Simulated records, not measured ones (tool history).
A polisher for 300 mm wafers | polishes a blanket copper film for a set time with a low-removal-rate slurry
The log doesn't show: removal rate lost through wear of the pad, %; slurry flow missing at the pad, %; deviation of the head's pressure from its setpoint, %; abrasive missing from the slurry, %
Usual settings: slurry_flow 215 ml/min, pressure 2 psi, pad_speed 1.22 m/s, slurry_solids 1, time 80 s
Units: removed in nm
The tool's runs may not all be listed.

| run | hour | slurry_flow | pressure | pad_speed | slurry_solids | time | wafers since the last listed run | wafers polished on this pad | hours since the slurry nozzle was cleaned | hours since the head pressure was calibrated | hours since the slurry blender was calibrated | incoming thickness of the incoming film, nm | removed |
|---|---|---|---|---|---|---|---|---|---|---|---|---|---|
| 1 | 0 | 215 | 2 | 1.22 | 1 | 80 | 0 | 1888 | 464.7 | 100.4 | 245.4 | 1567.1 | 189.1 |
|  | 11.8 | slurry nozzle cleaned |
|  | 48.4 | worn pad replaced by a new one |
| 2 | 62 | 215 | 2 | 1.22 | 1 | 80 | 592 | 141 | 50.2 | 162.4 | 307.4 | 1562.9 | 190.6 |
| 3 | 93.5 | 215 | 2 | 1.22 | 1 | 80 | 327 | 469 | 81.7 | 193.9 | 338.9 | 1569.6 | 182.2 |
|  | 101.2 | slurry blender recalibrated |
| 4 | 157.8 | 215 | 2 | 1.22 | 1 | 80 | 647 | 1116 | 146 | 258.2 | 56.6 | 1576.1 | 190.2 |
| 5 | 205.2 | 215 | 1.6 | 1 | 1 | 80 | 492 | 1609 | 193.4 | 305.6 | 104 | 1543.8 | 133.5 |
| 6 | 249.3 | 215 | 2 | 1.22 | 1 | 80 | 458 | 2067 | 237.5 | 349.7 | 148.1 | 1557 | 190.5 |
|  | 261 | worn pad replaced by a new one |
| 7 | 281.4 | 215 | 2 | 1.22 | 1 | 80 | 292 | 211 | 269.6 | 381.8 | 180.2 | 1567.7 | 192.3 |
| 8 | 327.5 | 215 | 2 | 1.22 | 1 | 80 | 479 | 690 | 315.7 | 427.9 | 226.3 | 1577.6 | 189.8 |
| 9 | 363.2 | 215 | 2 | 1.22 | 1 | 80 | 371 | 1061 | 351.4 | 463.6 | 262 | 1558.3 | 186.4 |
| 10 | 434 | 280 | 2 | 0.88 | 1 | 80 | 735 | 1797 | 422.2 | 534.4 | 332.8 | 1575.2 | 137 |
|  | 460 | worn pad replaced by a new one |
|  | 474.5 | slurry blender recalibrated |
| 11 | 500.3 | 215 | 2 | 1.22 | 1 | 94 | 626 | 397 | 488.5 | 600.7 | 25.8 | 1560.4 | 224.2 |
|  | 601.8 | slurry nozzle cleaned |
|  | 697.9 | worn pad replaced by a new one |
| 12 | 698.4 | 215 | 1.5 | 1.56 | 1 | 80 | 2007 | 4 | 96.6 | 798.8 | 223.9 | 1558.3 | 195.1 |
|  | 739.5 | head pressure recalibrated |
| 13 | 763.9 | 280 | 2 | 1.48 | 1 | 98 | 660 | 664 | 162.1 | 24.4 | 289.4 | 1571.5 | 283.1 |
|  | 779.5 | slurry blender recalibrated |
| 14 | 826.1 | 265 | 2 | 1.22 | 1.2 | 80 | 625 | 1290 | 224.3 | 86.6 | 46.6 | 1552.4 | 208.6 |
| 15 | 885.8 | 215 | 2 | 1.22 | 0.85 | 80 | 620 | 1911 | 284 | 146.3 | 106.3 | 1564.3 | 187.7 |
|  | 906.3 | worn pad replaced by a new one |
| 16 | 931.5 | 215 | 2.6 | 1.56 | 1 | 80 | 433 | 261 | 329.7 | 192 | 152 | 1554.4 | 303 |
| 17 | 988.4 | 215 | 2 | 1.22 | 1.2 | 80 | 591 | 852 | 386.6 | 248.9 | 208.9 | 1562.9 | 193.8 |
| 18 | 1034.8 | 215 | 2 | 1.22 | 1 | 80 | 482 | 1335 | 433 | 295.3 | 255.3 | 1574.4 | 190.3 |

3 ways to go on from here, each from the tool as it stands after run 18. What would each give?
| A | 1035.2 | 215 | 2 | 1.22 | 1 | 80 | 4 | 1339 | 433.4 | 295.7 | 255.7 | 1580.6 | ? |
| B | 1035.2 | 165 | 2 | 0.86 | 1.2 | 80 | 4 | 1339 | 433.4 | 295.7 | 255.7 | 1580.6 | ? |
| C | 1035.2 | 265 | 1.4 | 0.94 | 1 | 80 | 4 | 1339 | 433.4 | 295.7 | 255.7 | 1580.6 | ? |

| run | removed |
|---|---|
| A | 193.1 |
| B | 135.5 |
| C | 116.9 |
Without the tool's hidden state the same runs would have given:
| run | removed |
|---|---|
| A | 201.4 |
| B | 141.4 |
| C | 122 |
